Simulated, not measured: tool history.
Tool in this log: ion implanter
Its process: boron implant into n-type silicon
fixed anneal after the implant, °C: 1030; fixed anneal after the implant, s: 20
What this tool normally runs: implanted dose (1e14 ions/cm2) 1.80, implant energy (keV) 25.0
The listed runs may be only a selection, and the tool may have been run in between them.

run,day,implanted dose (1e14 ions/cm2),implant energy (keV),wafers since the last listed run,hours since the last dose calibration,hours since the extraction supply was calibrated,hours since the gauge calibration,"read-back reference wafer on the same gauge, sheet resistance",sheet resistance of the implanted and annealed layer (ohm/square)
1,0.000,1.80,25.0,0,1559.9,6111.7,624.5,578.53,500.77
# day 0.262: gauge calibrated
2,0.996,1.80,25.0,425,1583.8,6135.6,17.6,579.24,499.77
3,2.383,1.80,25.0,593,1617.1,6168.9,50.9,579.62,498.22
4,2.933,1.80,25.0,235,1630.3,6182.1,64.1,578.73,499.14
5,4.083,2.10,25.0,491,1657.9,6209.7,91.7,579.11,440.39
6,5.146,1.59,29.0,454,1683.4,6235.2,117.2,579.31,540.45
7,6.233,1.59,29.0,464,1709.5,6261.3,143.3,579.93,537.15
8,7.379,2.05,25.0,489,1737.0,6288.8,170.8,579.57,450.18
9,10.604,2.05,25.0,1378,1814.4,6366.2,248.2,580.14,448.61
# day 10.996: Faraday cup replaced and dose calibrated
10,12.033,2.05,25.0,468,24.9,6400.5,282.5,578.33,462.07
11,12.892,1.80,25.0,366,45.5,6421.1,303.1,578.69,512.98
12,13.779,1.80,25.0,379,66.8,6442.4,324.4,579.48,514.79
13,14.621,1.49,25.0,359,87.0,6462.6,344.6,579.16,594.92
14,15.254,1.58,25.0,270,102.2,6477.8,359.8,579.60,567.36
15,16.138,1.58,25.0,377,123.4,6499.0,381.0,578.72,566.52
16,16.871,1.58,25.0,313,141.0,6516.6,398.6,578.86,567.04
# day 17.846: extraction supply calibrated
17,17.933,1.80,25.0,311,166.5,2.1,424.1,579.55,514.78
18,19.008,1.80,25.0,459,192.3,27.9,449.9,579.02,509.49
19,19.929,1.54,17.0,393,214.4,50.0,472.0,578.93,608.46
20,20.792,1.56,21.0,368,235.1,70.7,492.7,577.99,586.25
21,21.433,2.33,33.5,274,250.5,86.1,508.1,579.21,402.60
22,22.879,1.80,25.0,618,285.2,120.8,542.8,578.72,512.86
23,23.621,2.26,31.5,317,303.0,138.6,560.6,578.70,413.42
24,24.400,1.59,20.5,333,321.7,157.3,579.3,578.73,576.98
# day 25.425: gauge calibrated
25,25.883,1.44,29.5,634,357.3,192.9,11.0,579.44,591.98
26,26.592,2.09,18.0,302,374.3,209.9,28.0,579.47,471.55
27,27.412,1.80,25.0,350,394.0,229.6,47.7,579.09,510.67
28,28.717,1.44,29.0,557,425.3,260.9,79.0,578.82,591.95
29,29.462,1.36,23.0,318,443.2,278.8,96.9,578.93,644.93
30,31.262,1.28,20.0,769,486.4,322.0,140.1,579.39,686.32
31,32.250,1.44,29.0,422,510.1,345.7,163.8,578.88,592.04
32,33.075,2.24,20.5,352,529.9,365.5,183.6,578.70,434.74
33,34.533,1.43,33.0,623,564.9,400.5,218.6,579.06,580.72
34,35.362,1.80,31.0,354,584.8,420.4,238.5,579.31,491.61
35,38.929,2.32,25.0,1524,670.4,506.0,324.1,578.84,414.60
36,39.679,1.80,20.5,320,688.4,524.0,342.1,578.95,520.09
37,40.267,1.80,25.0,251,702.5,538.1,356.2,578.89,509.36

4 options for the next run, each taken on its own from the tool as it stands now. Forecast them:
A,40.283,1.80,22.0,7,702.9,538.5,356.6,?,?
B,40.283,2.14,31.5,7,702.9,538.5,356.6,?,?
C,40.283,1.94,31.5,7,702.9,538.5,356.6,?,?
D,40.283,1.59,32.0,7,702.9,538.5,356.6,?,?

run,"read-back reference wafer on the same gauge, sheet resistance",sheet resistance of the implanted and annealed layer (ohm/square)
A,579.22,518.79
B,579.22,432.06
C,579.22,466.59
D,579.22,542.79
Stripped of hidden state, with their random variation kept, the same runs would have yielded:
run,sheet resistance of the implanted and annealed layer (ohm/square)
A,525.68
B,437.66
C,472.58
D,549.60
